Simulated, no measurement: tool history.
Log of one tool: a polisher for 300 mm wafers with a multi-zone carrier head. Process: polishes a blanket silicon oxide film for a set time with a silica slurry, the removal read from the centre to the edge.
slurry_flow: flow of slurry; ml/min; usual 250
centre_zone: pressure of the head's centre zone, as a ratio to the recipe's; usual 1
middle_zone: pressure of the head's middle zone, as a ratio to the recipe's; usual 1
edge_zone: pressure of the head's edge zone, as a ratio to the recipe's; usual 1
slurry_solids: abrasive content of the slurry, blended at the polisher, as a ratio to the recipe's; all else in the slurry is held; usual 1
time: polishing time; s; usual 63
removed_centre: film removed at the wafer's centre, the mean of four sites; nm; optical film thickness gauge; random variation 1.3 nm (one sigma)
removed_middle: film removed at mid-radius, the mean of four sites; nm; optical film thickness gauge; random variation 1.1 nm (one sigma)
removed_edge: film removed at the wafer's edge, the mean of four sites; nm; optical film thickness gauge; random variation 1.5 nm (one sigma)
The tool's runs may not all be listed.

run     day  slurry_flow  centre_zone  middle_zone  edge_zone  slurry_solids  time  incoming thickness of the incoming film, nm  removed_centre  removed_middle  removed_edge
  1       0          250            1         1.03          1              1    63                                       1043.7           157.3           153.7         149.7
  2   1.779          250            1         1.03          1              1    63                                       1029.6           159.3           152.1         147.3
  3   4.512          250            1            1          1              1    63                                       1056.8             161           150.4         148.1
      5.754  -- slurry nozzle cleaned
  4   6.354          250            1            1          1           0.75    63                                       1053.4           127.7           118.1         116.4
       8.05  -- worn pad replaced by a new one
  5   8.992          250            1            1          1           0.75    63                                         1055             129             119         119.1
  6  11.388          250            1            1          1           0.75    63                                       1030.7             129           116.6         120.1
  7  13.992          250            1            1          1              1    63                                       1033.5           162.9           146.8         150.2
  8  15.017          250            1         1.08       1.06           0.85    63                                       1035.5           143.7           141.1         135.5
  9    16.7          250            1            1          1              1    63                                       1056.5           168.2           149.5         147.1
     17.471  -- slurry nozzle cleaned
     17.683  -- edge zone pressure recalibrated
 10  19.604          185            1            1          1              1    63                                       1039.8           159.1             143         146.6
     19.867  -- worn pad replaced by a new one, of another model than before
     20.954  -- centre zone pressure recalibrated
 11  21.538          175          0.9            1          1           0.75    63                                       1054.5           102.2           111.3         112.4
 12  22.558          250            1            1          1           0.75    63                                       1032.3           124.4           118.8         117.5
 13  25.512          250         0.88            1          1              1    63                                       1036.5           135.2           150.4         149.9
 14  27.688          250         0.92            1          1              1    63                                       1052.4           142.4           149.1           147
     29.438  -- carrier head's membrane replaced by a new one
     30.171  -- slurry nozzle cleaned
 15  30.192          250            1         1.09          1              1    76                                       1034.8             187           192.8         180.2
     31.004  -- worn pad replaced by a new one
 16  32.883          160            1            1       1.04              1    63                                       1038.3             142           136.5         143.5
 17  34.521          250         1.03            1          1              1    45                                       1037.7           113.3             107         105.9
 18  36.908          225            1            1          1              1    63                                       1049.5           154.1           147.3           146
 19  38.258          250            1         1.03          1              1    63                                       1035.2           154.4           152.2         149.3
 20  39.854          250            1         1.06          1              1    63                                         1038           157.3           155.4         149.9
 21  41.425          315         0.94         1.08       0.93              1    63                                       1037.2           150.6           164.7         148.2

Forecast each of these 4 alternatives for the next run:
  A  41.442          250            1            1          1              1    63                                       1037.6               ?               ?             ?
  B  41.442          250            1            1          1           1.15    63                                       1037.6               ?               ?             ?
  C  41.442          250         1.08            1          1           0.75    76                                       1037.6               ?               ?             ?
  D  41.442          250            1         1.07       1.12            0.8    63                                       1037.6               ?               ?             ?

run  removed_centre  removed_middle  removed_edge
  A           156.6           147.5         145.4
  B           170.6           160.6         158.4
  C           161.6           140.8         138.9
  D           131.8           130.9         127.8
Without the tool's hidden state the same runs would have given:
run  removed_centre  removed_middle  removed_edge
  A           154.8           147.5         145.4
  B           168.6           160.6         158.4
  C           159.8           140.8         138.9
  D           130.3           130.9         127.8
